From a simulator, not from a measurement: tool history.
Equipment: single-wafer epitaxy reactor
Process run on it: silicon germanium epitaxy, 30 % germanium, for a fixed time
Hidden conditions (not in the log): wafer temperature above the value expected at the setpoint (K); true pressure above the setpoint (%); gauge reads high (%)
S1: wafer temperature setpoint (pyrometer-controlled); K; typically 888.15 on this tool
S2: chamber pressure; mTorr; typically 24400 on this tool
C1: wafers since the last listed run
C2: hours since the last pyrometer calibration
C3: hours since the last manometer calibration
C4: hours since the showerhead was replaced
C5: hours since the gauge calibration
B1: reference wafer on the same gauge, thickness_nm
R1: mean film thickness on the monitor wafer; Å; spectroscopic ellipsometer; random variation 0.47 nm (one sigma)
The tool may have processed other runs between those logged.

run 1 hour=0.0 | S1=888.15 S2=24400 | C1=0 C2=343.7 C3=515.9 C4=4099.1 C5=556.1 | B1=94.748 | R1=830.70
run 2 hour=24.3 | S1=888.15 S2=24400 | C1=411 C2=368.0 C3=540.2 C4=4123.4 C5=580.4 | B1=94.788 | R1=828.77
run 3 hour=85.5 | S1=888.15 S2=24400 | C1=1036 C2=429.2 C3=601.4 C4=4184.6 C5=641.6 | B1=94.824 | R1=829.74
run 4 hour=136.2 | S1=888.15 S2=24400 | C1=858 C2=479.9 C3=652.1 C4=4235.3 C5=692.3 | B1=94.761 | R1=818.99
run 5 hour=176.0 | S1=888.15 S2=24400 | C1=674 C2=519.7 C3=691.9 C4=4275.1 C5=732.1 | B1=94.840 | R1=815.61
run 6 hour=244.3 | S1=885.15 S2=24400 | C1=1156 C2=588.0 C3=760.2 C4=4343.4 C5=800.4 | B1=94.839 | R1=767.65
run 7 hour=289.4 | S1=885.15 S2=24400 | C1=763 C2=633.1 C3=805.3 C4=4388.5 C5=845.5 | B1=94.696 | R1=772.93
run 8 hour=333.0 | S1=885.15 S2=24400 | C1=738 C2=676.7 C3=848.9 C4=4432.1 C5=889.1 | B1=94.971 | R1=762.86
run 9 hour=400.1 | S1=888.15 S2=24400 | C1=1136 C2=743.8 C3=916.0 C4=4499.2 C5=956.2 | B1=94.832 | R1=813.78
-- hour=462.3 pyrometer calibrated
run 10 hour=609.6 | S1=888.15 S2=24400 | C1=3412 C2=147.3 C3=1125.5 C4=4708.7 C5=1165.7 | B1=94.943 | R1=753.42
run 11 hour=672.8 | S1=888.15 S2=24400 | C1=1070 C2=210.5 C3=1188.7 C4=4771.9 C5=1228.9 | B1=94.845 | R1=744.90
-- hour=695.6 gauge calibrated
run 12 hour=727.5 | S1=888.15 S2=24400 | C1=926 C2=265.2 C3=1243.4 C4=4826.6 C5=31.9 | B1=94.709 | R1=744.25
run 13 hour=769.1 | S1=888.15 S2=24400 | C1=704 C2=306.8 C3=1285.0 C4=4868.2 C5=73.5 | B1=94.732 | R1=741.63
-- hour=880.3 showerhead replaced
-- hour=886.2 pyrometer calibrated, repeated, since the last time left the tool worse
run 14 hour=920.7 | S1=888.15 S2=24400 | C1=2331 C2=34.5 C3=1436.6 C4=40.4 C5=225.1 | B1=94.720 | R1=850.17
run 15 hour=956.2 | S1=882.15 S2=26700 | C1=601 C2=70.0 C3=1472.1 C4=75.9 C5=260.6 | B1=94.607 | R1=760.98
run 16 hour=1013.9 | S1=888.15 S2=24400 | C1=977 C2=127.7 C3=1529.8 C4=133.6 C5=318.3 | B1=94.824 | R1=832.33
run 17 hour=1074.7 | S1=878.15 S2=28000 | C1=1029 C2=188.5 C3=1590.6 C4=194.4 C5=379.1 | B1=94.636 | R1=688.63
run 18 hour=1140.6 | S1=884.15 S2=19500 | C1=1116 C2=254.4 C3=1656.5 C4=260.3 C5=445.0 | B1=94.677 | R1=728.55
run 19 hour=1175.9 | S1=888.15 S2=30000 | C1=597 C2=289.7 C3=1691.8 C4=295.6 C5=480.3 | B1=94.801 | R1=860.33
run 20 hour=1232.3 | S1=878.15 S2=20100 | C1=955 C2=346.1 C3=1748.2 C4=352.0 C5=536.7 | B1=94.607 | R1=638.13
-- hour=1286.2 capacitance manometer re-zeroed and calibrated
run 21 hour=1286.7 | S1=876.15 S2=26900 | C1=785 C2=400.5 C3=0.5 C4=406.4 C5=591.1 | B1=94.742 | R1=649.06
run 22 hour=1436.2 | S1=881.15 S2=20500 | C1=2531 C2=550.0 C3=150.0 C4=555.9 C5=740.6 | B1=94.819 | R1=675.65
run 23 hour=1503.0 | S1=888.15 S2=24400 | C1=1131 C2=616.8 C3=216.8 C4=622.7 C5=807.4 | B1=94.719 | R1=797.63
run 24 hour=1548.1 | S1=888.15 S2=24400 | C1=763 C2=661.9 C3=261.9 C4=667.8 C5=852.5 | B1=94.814 | R1=798.78
run 25 hour=1582.2 | S1=879.15 S2=18500 | C1=577 C2=696.0 C3=296.0 C4=701.9 C5=886.6 | B1=94.738 | R1=639.38
run 26 hour=1638.6 | S1=877.15 S2=27900 | C1=955 C2=752.4 C3=352.4 C4=758.3 C5=943.0 | B1=94.760 | R1=655.21
run 27 hour=1706.5 | S1=884.15 S2=24400 | C1=1149 C2=820.3 C3=420.3 C4=826.2 C5=1010.9 | B1=94.734 | R1=734.65
run 28 hour=1765.5 | S1=888.15 S2=22100 | C1=999 C2=879.3 C3=479.3 C4=885.2 C5=1069.9 | B1=94.838 | R1=785.69
run 29 hour=1800.7 | S1=879.15 S2=19100 | C1=596 C2=914.5 C3=514.5 C4=920.4 C5=1105.1 | B1=94.841 | R1=633.35
run 30 hour=1853.2 | S1=901.15 S2=29300 | C1=889 C2=967.0 C3=567.0 C4=972.9 C5=1157.6 | B1=94.775 | R1=1081.76

Below are 4 alternative next runs, each starting from the tool's condition after run 30. Predict each:
run A hour=1853.6 | S1=888.15 S2=24400 | C1=6 C2=967.4 C3=567.4 C4=973.3 C5=1158.0 | B1=? | R1=?
run B hour=1853.6 | S1=875.15 S2=26100 | C1=6 C2=967.4 C3=567.4 C4=973.3 C5=1158.0 | B1=? | R1=?
run C hour=1853.6 | S1=878.15 S2=22900 | C1=6 C2=967.4 C3=567.4 C4=973.3 C5=1158.0 | B1=? | R1=?
run D hour=1853.6 | S1=879.15 S2=26600 | C1=6 C2=967.4 C3=567.4 C4=973.3 C5=1158.0 | B1=? | R1=?

run=A B1=94.930 R1=797.95
run=B B1=94.930 R1=618.40
run=C B1=94.930 R1=641.46
run=D B1=94.930 R1=674.98
What these runs would have given with no unlogged condition in the tool:
run=A R1=859.20
run=B R1=667.56
run=C R1=692.04
run=D R1=728.07

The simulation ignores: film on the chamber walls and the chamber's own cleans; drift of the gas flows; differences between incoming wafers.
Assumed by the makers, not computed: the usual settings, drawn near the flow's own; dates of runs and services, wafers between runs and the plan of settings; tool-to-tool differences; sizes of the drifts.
